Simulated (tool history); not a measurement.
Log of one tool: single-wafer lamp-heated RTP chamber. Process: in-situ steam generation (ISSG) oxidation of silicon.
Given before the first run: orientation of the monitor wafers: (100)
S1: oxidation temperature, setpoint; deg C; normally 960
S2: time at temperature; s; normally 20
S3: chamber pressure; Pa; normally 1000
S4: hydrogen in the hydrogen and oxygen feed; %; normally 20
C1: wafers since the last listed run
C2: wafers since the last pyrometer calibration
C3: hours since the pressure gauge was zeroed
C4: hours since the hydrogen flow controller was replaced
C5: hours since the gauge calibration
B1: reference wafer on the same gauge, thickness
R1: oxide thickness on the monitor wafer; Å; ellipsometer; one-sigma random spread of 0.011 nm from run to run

run   hour   S1  S2    S3  S4   C1    C2      C3      C4     C5     B1     R1
  1      0  960  20  1000  20    0  6204  1118.2  6399.7  229.3  4.757  44.37
  2   14.4  960  20  1000  20  119  6323  1132.6  6414.1  243.7  4.762  44.49
  3   29.9  945  20  1000  20  128  6451  1148.1  6429.6  259.2  4.761  42.68
  4   60.6  945  20  1000  20  253  6705  1178.8  6460.3  289.9  4.755   42.5
  5   73.9  960  16  1000  20  110  6815  1192.1  6473.6  303.2  4.761  40.58
  6   81.4  960  20  1000  20   62  6877  1199.6  6481.1  310.7  4.761  44.76
  7     88  960  20  1000  20   54  6932  1206.2  6487.7  317.3  4.762  44.58
  8   97.1  960  20  1000  20   75  7007  1215.3  6496.8  326.4  4.759  44.54
  9  104.8  960  20  1000  20   63  7071    1223  6504.5  334.1  4.758  44.57
 10  119.4  960  20  1053  20  120  7191  1237.6  6519.1  348.7  4.762  44.73
 11  140.3  960  20  1053  20  172  7364  1258.5    6540  369.6  4.764  44.64
 12    155  960  20  1107  20  121  7486  1273.2  6554.7  384.3  4.762  44.69
 13  162.1  960  20  1000  20   58  7545  1280.3  6561.8  391.4   4.76  44.52
     166.8  -- gauge calibrated
       176  -- pyrometer window cleaned and pyrometer calibrated
 14  176.5  960  20  1000  20   52     3  1294.7  6576.2    9.7  4.759  45.45
 15  184.7  960  20  1000  20   67    71  1302.9  6584.4   17.9   4.76  45.45
 16  197.1  960  20  1000  20  102   174  1315.3  6596.8   30.3  4.758  45.39
     207.2  -- hydrogen flow controller replaced
 17  207.7  947  20  1120  20   21   195  1325.9     0.5   40.9  4.761   43.4
 18  212.4  960  20  1000  20   38   234  1330.6     5.2   45.6  4.756  45.46
 19  225.1  960  20   920  17  105   339  1343.3    17.9   58.3  4.765  43.54
 20  236.4  960  17  1000  28   93   433  1354.6    29.2   69.6  4.764  46.22
     251.4  -- pressure gauge zeroed
 21  252.2  969  20   920  11   64   497     0.8      45   85.4  4.757  40.83
     272.3  -- pyrometer window cleaned and pyrometer calibrated, repeated, since the last time left the tool worse
 22  272.8  960  20   920  20  104     4    21.4    65.6    106  4.762  43.64
 23  274.9  973  16  1187  11   17    21    23.5    67.7  108.1   4.76  36.45
 24  285.4  960  26  1000  11   86   108      34    78.2  118.6  4.759  43.27
 25  300.3  960  20  1000  20  123   231    48.9    93.1  133.5  4.765  43.94
 26  310.5  977  20  1000  14   84   316    59.1   103.3  143.7  4.761   43.1
 27  327.6  978  15   920  12  141   457    76.2   120.4  160.8   4.76  36.41
 28  343.2  960  25  1000  20  129   586    91.8     136  176.4  4.761  48.71
 29    355  960  20  1000  20   97   684   103.6   147.8  188.2  4.761  44.11
 30  362.9  960  20  1000  20   65   749   111.5   155.7  196.1  4.757  44.21
 31  375.8  960  20  1000  20  106   856   124.4   168.6    209   4.76  44.07
 32  387.2  960  20  1000  20   94   950   135.8     180  220.4  4.758  44.11

3 ways to go on from here, each from the tool as it stands after run 32. What would each give?
  A  387.6  960  20  1000  20   3  954  136.2  180.4  220.8   ?   ?
  B  387.6  960  18   920  11   3  954  136.2  180.4  220.8   ?   ?
  C  387.6  971  13   920  23   3  954  136.2  180.4  220.8   ?   ?

run     B1     R1
  A  4.766  44.06
  B  4.766  36.62
  C  4.766  39.41
Take away the tool's hidden state, keep each run's random variation, and the runs would have read:
run     R1
  A  43.56
  B  36.22
  C     39

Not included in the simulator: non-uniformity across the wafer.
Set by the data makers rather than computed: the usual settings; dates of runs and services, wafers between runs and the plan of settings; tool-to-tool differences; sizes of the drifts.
